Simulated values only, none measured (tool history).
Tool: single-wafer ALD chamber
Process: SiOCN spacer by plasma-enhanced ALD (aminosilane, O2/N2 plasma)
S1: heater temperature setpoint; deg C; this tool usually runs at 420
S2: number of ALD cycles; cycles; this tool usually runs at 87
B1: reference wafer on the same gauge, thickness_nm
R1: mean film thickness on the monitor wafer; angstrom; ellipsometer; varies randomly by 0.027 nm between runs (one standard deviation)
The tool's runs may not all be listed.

| run | day | S1 | S2 | B1 | R1 |
|---|---|---|---|---|---|
| 1 | 0 | 420 | 101 | 4.716 | 59.26 |
| 2 | 3.354 | 420 | 87 | 4.727 | 51.48 |
| 3 | 7.329 | 420 | 87 | 4.733 | 51.13 |
| 4 | 10.167 | 413 | 87 | 4.735 | 52.33 |
| 5 | 14.65 | 413 | 87 | 4.746 | 52.31 |
| 6 | 17.217 | 413 | 87 | 4.745 | 52.25 |
| 7 | 18.938 | 420 | 87 | 4.745 | 51.41 |
| 8 | 25.775 | 420 | 87 | 4.762 | 51.75 |
| 9 | 28.267 | 420 | 87 | 4.773 | 51.8 |
| 10 | 32.183 | 420 | 87 | 4.774 | 51.93 |
|  | 37.633 | gauge calibrated |
| 11 | 43.238 | 420 | 97 | 4.7 | 56.7 |
| 12 | 45.479 | 420 | 97 | 4.7 | 57.15 |
| 13 | 49.046 | 420 | 97 | 4.713 | 56.59 |
| 14 | 51.75 | 420 | 87 | 4.714 | 51.2 |
| 15 | 55.475 | 420 | 87 | 4.724 | 51.18 |
| 16 | 57.138 | 420 | 87 | 4.73 | 51.07 |
| 17 | 59.942 | 420 | 87 | 4.731 | 51.01 |
| 18 | 61.908 | 413 | 74 | 4.729 | 44.55 |
| 19 | 65.812 | 420 | 87 | 4.74 | 51.23 |
| 20 | 68.567 | 429 | 87 | 4.739 | 50.04 |
| 21 | 70.204 | 420 | 87 | 4.751 | 51.85 |
| 22 | 71.792 | 405 | 87 | 4.755 | 53.51 |
| 23 | 75.938 | 426 | 79 | 4.759 | 46.51 |
| 24 | 77.721 | 432 | 96 | 4.766 | 55.18 |
|  | 78.604 | thermocouple changed; heater temperature recalibrated |
| 25 | 80.529 | 413 | 98 | 4.765 | 59.1 |
| 26 | 82.571 | 420 | 87 | 4.769 | 52.19 |
| 27 | 86.017 | 431 | 77 | 4.778 | 44.21 |
| 28 | 88.912 | 420 | 87 | 4.779 | 51.89 |
| 29 | 92.383 | 411 | 102 | 4.786 | 62.15 |
| 30 | 95.996 | 420 | 87 | 4.79 | 51.88 |
| 31 | 99 | 430 | 87 | 4.795 | 50.84 |
| 32 | 102.725 | 420 | 87 | 4.81 | 51.84 |
| 33 | 105.242 | 435 | 96 | 4.809 | 55.06 |
| 34 | 107.354 | 429 | 77 | 4.806 | 45.22 |
| 35 | 109.162 | 425 | 95 | 4.813 | 55.74 |

What would each run have given without the hidden state, its run-to-run variation left as it was?
Hidden conditions of the tool in this case: wafer temperature above the value expected at the setpoint (K); gauge reads high (%).
| run | R1 |
|---|---|
| 1 | 58.78 |
| 2 | 51 |
| 3 | 50.58 |
| 4 | 51.71 |
| 5 | 51.61 |
| 6 | 51.5 |
| 7 | 50.64 |
| 8 | 50.85 |
| 9 | 50.86 |
| 10 | 50.91 |
| 11 | 56.45 |
| 12 | 56.85 |
| 13 | 56.22 |
| 14 | 50.82 |
| 15 | 50.73 |
| 16 | 50.58 |
| 17 | 50.48 |
| 18 | 44.05 |
| 19 | 50.58 |
| 20 | 49.36 |
| 21 | 51.11 |
| 22 | 52.72 |
| 23 | 45.75 |
| 24 | 54.25 |
| 25 | 58.05 |
| 26 | 51.22 |
| 27 | 43.34 |
| 28 | 50.81 |
| 29 | 60.79 |
| 30 | 50.68 |
| 31 | 49.6 |
| 32 | 50.51 |
| 33 | 53.6 |
| 34 | 43.99 |
| 35 | 54.19 |
